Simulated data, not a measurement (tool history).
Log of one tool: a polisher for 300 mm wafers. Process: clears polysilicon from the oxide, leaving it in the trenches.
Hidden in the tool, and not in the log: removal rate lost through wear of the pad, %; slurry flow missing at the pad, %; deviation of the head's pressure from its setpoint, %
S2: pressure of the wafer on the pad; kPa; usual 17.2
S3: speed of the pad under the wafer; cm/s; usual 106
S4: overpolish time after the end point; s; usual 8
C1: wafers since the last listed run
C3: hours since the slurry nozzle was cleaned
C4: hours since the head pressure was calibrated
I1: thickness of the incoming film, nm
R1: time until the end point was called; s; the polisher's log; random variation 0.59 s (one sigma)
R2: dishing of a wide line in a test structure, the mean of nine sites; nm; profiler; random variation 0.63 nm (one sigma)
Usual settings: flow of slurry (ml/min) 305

{"run": 1, "day": 0.0, "flow of slurry (ml/min)": 305, "S2": 17.2, "S3": 106, "S4": 8, "C1": 0, "wafers polished on this pad": 582, "C3": 254.7, "C4": 717.0, "I1": 499.6, "R1": 46.1, "R2": 38.8}
{"run": 2, "day": 2.7, "flow of slurry (ml/min)": 305, "S2": 17.2, "S3": 106, "S4": 8, "C1": 1124, "wafers polished on this pad": 1707, "C3": 319.5, "C4": 781.8, "I1": 516.0, "R1": 49.9, "R2": 37.5}
{"run": 3, "day": 4.433, "flow of slurry (ml/min)": 305, "S2": 17.2, "S3": 106, "S4": 8, "C1": 722, "wafers polished on this pad": 2429, "C3": 361.1, "C4": 823.4, "I1": 511.2, "R1": 50.0, "R2": 37.8}
{"day": 6.092, "done": "worn pad replaced by a new one"}
{"run": 4, "day": 7.046, "flow of slurry (ml/min)": 305, "S2": 17.2, "S3": 106, "S4": 8, "C1": 1018, "wafers polished on this pad": 397, "C3": 423.8, "C4": 886.1, "I1": 517.6, "R1": 46.2, "R2": 39.0}
{"run": 5, "day": 9.592, "flow of slurry (ml/min)": 305, "S2": 17.2, "S3": 106, "S4": 10, "C1": 1060, "wafers polished on this pad": 1458, "C3": 484.9, "C4": 947.2, "I1": 519.3, "R1": 48.8, "R2": 41.2}
{"run": 6, "day": 12.412, "flow of slurry (ml/min)": 305, "S2": 17.2, "S3": 106, "S4": 10, "C1": 1175, "wafers polished on this pad": 2633, "C3": 552.6, "C4": 1014.9, "I1": 509.2, "R1": 49.5, "R2": 40.6}
{"day": 13.662, "done": "worn pad replaced by a new one"}
{"day": 13.704, "done": "head pressure recalibrated"}
{"run": 7, "day": 21.104, "flow of slurry (ml/min)": 305, "S2": 17.2, "S3": 106, "S4": 8, "C1": 3534, "wafers polished on this pad": 3082, "C3": 761.2, "C4": 177.6, "I1": 506.0, "R1": 47.5, "R2": 38.1}
{"day": 22.708, "done": "worn pad replaced by a new one"}
{"day": 22.908, "done": "slurry nozzle cleaned"}
{"run": 8, "day": 23.321, "flow of slurry (ml/min)": 305, "S2": 17.2, "S3": 106, "S4": 8, "C1": 836, "wafers polished on this pad": 237, "C3": 9.9, "C4": 230.8, "I1": 505.3, "R1": 44.1, "R2": 39.0}
{"run": 9, "day": 25.446, "flow of slurry (ml/min)": 305, "S2": 17.2, "S3": 106, "S4": 8, "C1": 885, "wafers polished on this pad": 1122, "C3": 60.9, "C4": 281.8, "I1": 511.5, "R1": 46.7, "R2": 38.6}
{"run": 10, "day": 27.912, "flow of slurry (ml/min)": 405, "S2": 21.4, "S3": 106, "S4": 8, "C1": 1027, "wafers polished on this pad": 2150, "C3": 120.1, "C4": 341.0, "I1": 516.3, "R1": 40.3, "R2": 40.5}
{"run": 11, "day": 30.712, "flow of slurry (ml/min)": 200, "S2": 17.2, "S3": 68, "S4": 10, "C1": 1166, "wafers polished on this pad": 3316, "C3": 187.3, "C4": 408.2, "I1": 506.3, "R1": 79.6, "R2": 34.6}
{"day": 31.471, "done": "worn pad replaced by a new one"}
{"run": 12, "day": 31.796, "flow of slurry (ml/min)": 305, "S2": 17.2, "S3": 106, "S4": 8, "C1": 381, "wafers polished on this pad": 134, "C3": 213.3, "C4": 434.2, "I1": 511.9, "R1": 45.2, "R2": 38.5}
{"run": 13, "day": 34.1, "flow of slurry (ml/min)": 305, "S2": 17.2, "S3": 94, "S4": 8, "C1": 959, "wafers polished on this pad": 1094, "C3": 268.6, "C4": 489.5, "I1": 518.0, "R1": 55.4, "R2": 37.2}
{"run": 14, "day": 35.233, "flow of slurry (ml/min)": 305, "S2": 17.2, "S3": 106, "S4": 6, "C1": 472, "wafers polished on this pad": 1566, "C3": 295.8, "C4": 516.7, "I1": 512.5, "R1": 48.9, "R2": 34.0}
{"run": 15, "day": 37.325, "flow of slurry (ml/min)": 305, "S2": 22.8, "S3": 106, "S4": 8, "C1": 871, "wafers polished on this pad": 2437, "C3": 346.0, "C4": 566.9, "I1": 507.3, "R1": 40.1, "R2": 39.9}
{"run": 16, "day": 38.667, "flow of slurry (ml/min)": 305, "S2": 13.1, "S3": 92, "S4": 8, "C1": 558, "wafers polished on this pad": 2996, "C3": 378.2, "C4": 599.1, "I1": 509.7, "R1": 66.8, "R2": 33.4}
{"day": 39.0, "done": "worn pad replaced by a new one"}
{"run": 17, "day": 39.771, "flow of slurry (ml/min)": 305, "S2": 17.2, "S3": 106, "S4": 8, "C1": 390, "wafers polished on this pad": 321, "C3": 404.7, "C4": 625.6, "I1": 505.2, "R1": 45.4, "R2": 38.0}
{"run": 18, "day": 40.821, "flow of slurry (ml/min)": 305, "S2": 17.2, "S3": 106, "S4": 13, "C1": 437, "wafers polished on this pad": 759, "C3": 429.9, "C4": 650.8, "I1": 509.7, "R1": 45.7, "R2": 42.4}
{"run": 19, "day": 43.054, "flow of slurry (ml/min)": 355, "S2": 14.5, "S3": 106, "S4": 11, "C1": 930, "wafers polished on this pad": 1689, "C3": 483.5, "C4": 704.4, "I1": 508.9, "R1": 52.6, "R2": 41.3}

3 ways to go on from here, each from the tool as it stands after run 19. What would each give?
{"run": "A", "day": 43.071, "flow of slurry (ml/min)": 390, "S2": 17.2, "S3": 106, "S4": 8, "C1": 6, "wafers polished on this pad": 1696, "C3": 483.9, "C4": 704.8, "I1": 501.7, "R1": "?", "R2": "?"}
{"run": "B", "day": 43.071, "flow of slurry (ml/min)": 305, "S2": 12.4, "S3": 70, "S4": 8, "C1": 6, "wafers polished on this pad": 1696, "C3": 483.9, "C4": 704.8, "I1": 501.7, "R1": "?", "R2": "?"}
{"run": "C", "day": 43.071, "flow of slurry (ml/min)": 305, "S2": 17.2, "S3": 76, "S4": 8, "C1": 6, "wafers polished on this pad": 1696, "C3": 483.9, "C4": 704.8, "I1": 501.7, "R1": "?", "R2": "?"}

run=A R1=47.5 R2=38.0
run=B R1=89.4 R2=28.2
run=C R1=67.1 R2=32.9
Without the tool's hidden state the same runs would have given:
run=A R1=40.4 R2=40.0
run=B R1=76.0 R2=30.9
run=C R1=57.0 R2=35.4
